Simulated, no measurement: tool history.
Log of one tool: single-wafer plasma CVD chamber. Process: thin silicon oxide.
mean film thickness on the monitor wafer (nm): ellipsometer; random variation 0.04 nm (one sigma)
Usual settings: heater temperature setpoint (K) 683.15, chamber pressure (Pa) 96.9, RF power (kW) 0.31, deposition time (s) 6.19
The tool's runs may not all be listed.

| run | hour | heater temperature setpoint (K) | chamber pressure (Pa) | RF power (kW) | deposition time (s) | read-back reference wafer on the same gauge, thickness_nm | mean film thickness on the monitor wafer (nm) |
|---|---|---|---|---|---|---|---|
| 1 | 0 | 683.15 | 96.9 | 0.31 | 6.19 | 10.998 | 10.418 |
| 2 | 43.6 | 683.15 | 96.9 | 0.31 | 6.19 | 11 | 10.376 |
| 3 | 94.6 | 683.15 | 96.9 | 0.31 | 6.19 | 11.005 | 10.399 |
| 4 | 234.7 | 683.15 | 96.9 | 0.31 | 6.19 | 11.002 | 10.375 |
| 5 | 325.2 | 674.15 | 113.1 | 0.31 | 6.19 | 11.017 | 12.016 |
| 6 | 361.3 | 674.15 | 113.1 | 0.31 | 6.19 | 11.003 | 11.999 |
| 7 | 405.4 | 674.15 | 113.1 | 0.31 | 6.19 | 10.997 | 11.952 |
| 8 | 477.9 | 683.15 | 96.9 | 0.31 | 6.19 | 10.997 | 10.335 |
| 9 | 528.4 | 683.15 | 96.9 | 0.31 | 6.19 | 11.006 | 10.296 |
| 10 | 618.1 | 683.15 | 96.9 | 0.31 | 5.44 | 11.01 | 9.108 |
|  | 736.5 | thermocouple changed; heater temperature recalibrated |
|  | 872.6 | showerhead replaced, of another model than before |
| 11 | 890.3 | 689.15 | 96.9 | 0.31 | 7.25 | 11.015 | 11.67 |
| 12 | 978.8 | 691.15 | 119.2 | 0.285 | 5.38 | 11.003 | 9.274 |
|  | 1061.9 | RF generator calibrated |
| 13 | 1062.4 | 676.15 | 118.1 | 0.285 | 5.15 | 11.004 | 9.539 |
|  | 1075.9 | gauge calibrated |
|  | 1117.7 | capacitance manometer re-zeroed and calibrated |
| 14 | 1137.9 | 689.15 | 96.9 | 0.31 | 7.25 | 10.999 | 12.429 |
| 15 | 1179.8 | 676.15 | 96.9 | 0.31 | 6.19 | 11.009 | 10.709 |
| 16 | 1224.3 | 683.15 | 89.1 | 0.31 | 6.19 | 11.002 | 9.987 |
| 17 | 1295.4 | 683.15 | 96.9 | 0.31 | 6.19 | 11.01 | 10.512 |
| 18 | 1369 | 679.15 | 96.9 | 0.26 | 5.21 | 11.007 | 7.317 |
| 19 | 1476.9 | 683.15 | 96.9 | 0.31 | 7.26 | 10.999 | 12.154 |

Forecast each of these 3 alternatives for the next run:
| A | 1477.3 | 683.15 | 96.9 | 0.345 | 6.19 | ? | ? |
| B | 1477.3 | 670.15 | 79.7 | 0.275 | 6.19 | ? | ? |
| C | 1477.3 | 670.15 | 80.5 | 0.26 | 5.26 | ? | ? |

| run | read-back reference wafer on the same gauge, thickness_nm | mean film thickness on the monitor wafer (nm) |
|---|---|---|
| A | 10.992 | 11.343 |
| B | 10.992 | 8.083 |
| C | 10.992 | 6.468 |
Without the tool's hidden state the same runs would have given:
| run | mean film thickness on the monitor wafer (nm) |
|---|---|
| A | 11.656 |
| B | 8.371 |
| C | 6.717 |
